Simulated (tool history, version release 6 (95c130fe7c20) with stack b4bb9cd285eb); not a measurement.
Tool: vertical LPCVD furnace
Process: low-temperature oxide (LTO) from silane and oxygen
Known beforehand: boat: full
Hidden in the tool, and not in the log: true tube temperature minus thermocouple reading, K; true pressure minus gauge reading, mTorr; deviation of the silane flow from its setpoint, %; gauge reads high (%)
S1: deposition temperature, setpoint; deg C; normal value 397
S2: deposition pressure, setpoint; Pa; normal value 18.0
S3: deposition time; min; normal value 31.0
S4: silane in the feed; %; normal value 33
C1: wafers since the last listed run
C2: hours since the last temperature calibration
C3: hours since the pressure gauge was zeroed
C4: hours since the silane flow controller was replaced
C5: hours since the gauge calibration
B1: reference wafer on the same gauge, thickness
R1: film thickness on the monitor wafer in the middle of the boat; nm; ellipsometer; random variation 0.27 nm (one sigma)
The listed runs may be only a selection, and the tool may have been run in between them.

{"run": 1, "day": 0.0, "S1": 397, "S2": 18.0, "S3": 24.5, "S4": 33, "C1": 0, "C2": 1233.8, "C3": 1671.8, "C4": 3079.4, "C5": 605.9, "B1": 130.13, "R1": 97.86}
{"run": 2, "day": 2.788, "S1": 397, "S2": 18.0, "S3": 31.0, "S4": 33, "C1": 992, "C2": 1300.7, "C3": 1738.7, "C4": 3146.3, "C5": 672.8, "B1": 130.0, "R1": 124.29}
{"run": 3, "day": 4.208, "S1": 397, "S2": 18.0, "S3": 31.0, "S4": 33, "C1": 506, "C2": 1334.8, "C3": 1772.8, "C4": 3180.4, "C5": 706.9, "B1": 130.04, "R1": 123.79}
{"run": 4, "day": 6.283, "S1": 397, "S2": 18.0, "S3": 31.0, "S4": 33, "C1": 739, "C2": 1384.6, "C3": 1822.6, "C4": 3230.2, "C5": 756.7, "B1": 129.96, "R1": 123.63}
{"run": 5, "day": 9.242, "S1": 397, "S2": 18.0, "S3": 31.0, "S4": 33, "C1": 1053, "C2": 1455.6, "C3": 1893.6, "C4": 3301.2, "C5": 827.7, "B1": 130.05, "R1": 124.17}
{"run": 6, "day": 10.504, "S1": 397, "S2": 18.0, "S3": 31.0, "S4": 33, "C1": 449, "C2": 1485.9, "C3": 1923.9, "C4": 3331.5, "C5": 858.0, "B1": 130.04, "R1": 124.37}
{"day": 12.95, "done": "pressure gauge zeroed"}
{"run": 7, "day": 13.054, "S1": 397, "S2": 18.0, "S3": 31.0, "S4": 33, "C1": 552, "C2": 1547.1, "C3": 2.5, "C4": 3392.7, "C5": 919.2, "B1": 130.08, "R1": 124.5}
{"run": 8, "day": 15.267, "S1": 397, "S2": 18.0, "S3": 31.0, "S4": 33, "C1": 787, "C2": 1600.2, "C3": 55.6, "C4": 3445.8, "C5": 972.3, "B1": 129.98, "R1": 123.5}
{"day": 16.058, "done": "gauge calibrated"}
{"run": 9, "day": 16.583, "S1": 397, "S2": 18.0, "S3": 31.0, "S4": 33, "C1": 468, "C2": 1631.8, "C3": 87.2, "C4": 3477.4, "C5": 12.6, "B1": 129.93, "R1": 124.1}
{"run": 10, "day": 19.575, "S1": 403, "S2": 21.3, "S3": 27.5, "S4": 31, "C1": 1065, "C2": 1703.6, "C3": 159.0, "C4": 3549.2, "C5": 84.4, "B1": 129.89, "R1": 127.37}
{"day": 22.1, "done": "thermocouples replaced and temperature profile calibrated"}
{"run": 11, "day": 22.221, "S1": 392, "S2": 22.0, "S3": 43.0, "S4": 27, "C1": 586, "C2": 2.9, "C3": 222.5, "C4": 3612.7, "C5": 147.9, "B1": 129.88, "R1": 144.87}
{"day": 24.833, "done": "silane flow controller replaced"}
{"run": 12, "day": 24.854, "S1": 397, "S2": 18.0, "S3": 31.0, "S4": 40, "C1": 581, "C2": 66.1, "C3": 285.7, "C4": 0.5, "C5": 211.1, "B1": 129.87, "R1": 171.28}
{"run": 13, "day": 25.838, "S1": 397, "S2": 18.0, "S3": 31.0, "S4": 40, "C1": 350, "C2": 89.7, "C3": 309.3, "C4": 24.1, "C5": 234.7, "B1": 129.99, "R1": 171.7}
{"run": 14, "day": 28.342, "S1": 397, "S2": 20.0, "S3": 31.0, "S4": 30, "C1": 891, "C2": 149.8, "C3": 369.4, "C4": 84.2, "C5": 294.8, "B1": 129.96, "R1": 128.65}
{"run": 15, "day": 31.1, "S1": 389, "S2": 18.0, "S3": 37.0, "S4": 33, "C1": 982, "C2": 216.0, "C3": 435.6, "C4": 150.4, "C5": 361.0, "B1": 130.03, "R1": 143.35}
{"run": 16, "day": 33.938, "S1": 406, "S2": 15.3, "S3": 34.5, "S4": 36, "C1": 1010, "C2": 284.1, "C3": 503.7, "C4": 218.5, "C5": 429.1, "B1": 130.05, "R1": 155.62}
{"run": 17, "day": 36.133, "S1": 401, "S2": 22.7, "S3": 36.0, "S4": 31, "C1": 782, "C2": 336.8, "C3": 556.4, "C4": 271.2, "C5": 481.8, "B1": 129.98, "R1": 184.81}

Same runs, no hidden state in the tool, same run-to-run variation:
run=1 R1=105.21
run=2 R1=133.67
run=3 R1=133.15
run=4 R1=133.01
run=5 R1=133.62
run=6 R1=133.84
run=7 R1=134.02
run=8 R1=132.96
run=9 R1=133.62
run=10 R1=137.69
run=11 R1=158.39
run=12 R1=171.41
run=13 R1=171.98
run=14 R1=129.36
run=15 R1=144.53
run=16 R1=157.15
run=17 R1=187.41

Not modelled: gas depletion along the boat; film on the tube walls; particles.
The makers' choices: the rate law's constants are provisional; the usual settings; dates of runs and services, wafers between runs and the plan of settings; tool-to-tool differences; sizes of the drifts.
